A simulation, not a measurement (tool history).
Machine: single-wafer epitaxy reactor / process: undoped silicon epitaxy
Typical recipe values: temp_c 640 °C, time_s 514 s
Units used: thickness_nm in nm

run,hour,temp_c,time_s,"read-back reference wafer on the same gauge, thickness_nm",thickness_nm
1,0,640,514,69.33,72.779
2,43.3,640,514,69.361,72.401
3,91.3,640,514,69.517,72.264
4,115.6,640,514,69.384,72.433
5,238.9,634,514,69.371,63.659
6,416.9,634,514,69.403,63.985
7,472.4,634,514,69.36,64.126
8,507.8,651,542,69.454,98.583
9,571.8,629,514,69.35,57.624
# hour 620.4: pyrometer calibrated
10,626,640,514,69.435,71.094
11,686.4,640,514,69.376,70.757
12,725.3,654,603,69.339,113.012
# hour 769.9: gauge calibrated
13,783.8,632,570,69.453,66.061
14,841.9,640,514,69.432,71.25
15,913.3,652,416,69.315,75.55
16,953.9,627,568,69.448,59.174
17,999.7,645,485,69.485,75.621
18,1034.1,635,579,69.349,72.377
19,1091.2,651,565,69.366,100.164

Per-run results on a tool with no hidden state, each run keeping its own random variation:
Hidden conditions of the tool in this case: wafer temperature above the value expected at the setpoint (K); gauge reads high (%).
run,thickness_nm
1,71.052
2,70.595
3,70.364
4,70.478
5,61.695
6,61.688
7,61.723
8,94.926
9,55.279
10,70.709
11,70.25
12,112.103
13,65.391
14,70.421
15,74.543
16,58.27
17,74.413
18,71.124
19,98.33
